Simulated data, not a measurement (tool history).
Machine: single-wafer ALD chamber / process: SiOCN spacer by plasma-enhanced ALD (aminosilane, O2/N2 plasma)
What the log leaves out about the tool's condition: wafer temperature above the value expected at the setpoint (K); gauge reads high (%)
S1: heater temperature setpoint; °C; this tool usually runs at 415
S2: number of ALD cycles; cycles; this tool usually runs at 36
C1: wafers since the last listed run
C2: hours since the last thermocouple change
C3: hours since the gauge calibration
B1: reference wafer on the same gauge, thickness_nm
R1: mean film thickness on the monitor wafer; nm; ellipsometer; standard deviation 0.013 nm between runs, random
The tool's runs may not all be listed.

{"run": 1, "hour": 0.0, "S1": 415, "S2": 36, "C1": 0, "C2": 1044.2, "C3": 1184.5, "B1": 1.862, "R1": 2.149}
{"run": 2, "hour": 47.9, "S1": 415, "S2": 36, "C1": 223, "C2": 1092.1, "C3": 1232.4, "B1": 1.862, "R1": 2.163}
{"run": 3, "hour": 127.2, "S1": 415, "S2": 36, "C1": 369, "C2": 1171.4, "C3": 1311.7, "B1": 1.864, "R1": 2.163}
{"run": 4, "hour": 214.9, "S1": 415, "S2": 36, "C1": 408, "C2": 1259.1, "C3": 1399.4, "B1": 1.869, "R1": 2.193}
{"run": 5, "hour": 473.2, "S1": 415, "S2": 36, "C1": 1203, "C2": 1517.4, "C3": 1657.7, "B1": 1.879, "R1": 2.169}
{"hour": 508.7, "done": "gauge calibrated"}
{"run": 6, "hour": 523.2, "S1": 415, "S2": 36, "C1": 232, "C2": 1567.4, "C3": 14.5, "B1": 1.82, "R1": 2.125}
{"run": 7, "hour": 613.8, "S1": 415, "S2": 36, "C1": 422, "C2": 1658.0, "C3": 105.1, "B1": 1.825, "R1": 2.11}
{"run": 8, "hour": 691.6, "S1": 415, "S2": 41, "C1": 362, "C2": 1735.8, "C3": 182.9, "B1": 1.827, "R1": 2.414}
{"run": 9, "hour": 743.9, "S1": 426, "S2": 36, "C1": 243, "C2": 1788.1, "C3": 235.2, "B1": 1.827, "R1": 2.025}
{"run": 10, "hour": 844.7, "S1": 422, "S2": 36, "C1": 469, "C2": 1888.9, "C3": 336.0, "B1": 1.828, "R1": 2.085}
{"run": 11, "hour": 899.3, "S1": 426, "S2": 30, "C1": 254, "C2": 1943.5, "C3": 390.6, "B1": 1.833, "R1": 1.721}
{"run": 12, "hour": 952.5, "S1": 415, "S2": 36, "C1": 247, "C2": 1996.7, "C3": 443.8, "B1": 1.84, "R1": 2.125}
{"hour": 1001.0, "done": "thermocouple changed; heater temperature recalibrated"}
{"run": 13, "hour": 1001.5, "S1": 404, "S2": 43, "C1": 191, "C2": 0.5, "C3": 492.8, "B1": 1.836, "R1": 2.663}
{"run": 14, "hour": 1092.1, "S1": 415, "S2": 36, "C1": 422, "C2": 91.1, "C3": 583.4, "B1": 1.839, "R1": 2.143}
{"run": 15, "hour": 1175.9, "S1": 421, "S2": 38, "C1": 390, "C2": 174.9, "C3": 667.2, "B1": 1.842, "R1": 2.21}
{"run": 16, "hour": 1227.2, "S1": 426, "S2": 39, "C1": 239, "C2": 226.2, "C3": 718.5, "B1": 1.847, "R1": 2.234}
{"run": 17, "hour": 1308.8, "S1": 421, "S2": 39, "C1": 380, "C2": 307.8, "C3": 800.1, "B1": 1.846, "R1": 2.263}

List, for all runs, the conditions of the tool that the log does not record:
wafer temperature above the value expected at the setpoint (K): 0 in every run
H1: gauge reads high (%)
run=1 H1=2.29
run=2 H1=2.38
run=3 H1=2.53
run=4 H1=2.69
run=5 H1=3.17
run=6 H1=0.0319
run=7 H1=0.2
run=8 H1=0.344
run=9 H1=0.44
run=10 H1=0.627
run=11 H1=0.728
run=12 H1=0.826
run=13 H1=0.917
run=14 H1=1.08
run=15 H1=1.24
run=16 H1=1.33
run=17 H1=1.49

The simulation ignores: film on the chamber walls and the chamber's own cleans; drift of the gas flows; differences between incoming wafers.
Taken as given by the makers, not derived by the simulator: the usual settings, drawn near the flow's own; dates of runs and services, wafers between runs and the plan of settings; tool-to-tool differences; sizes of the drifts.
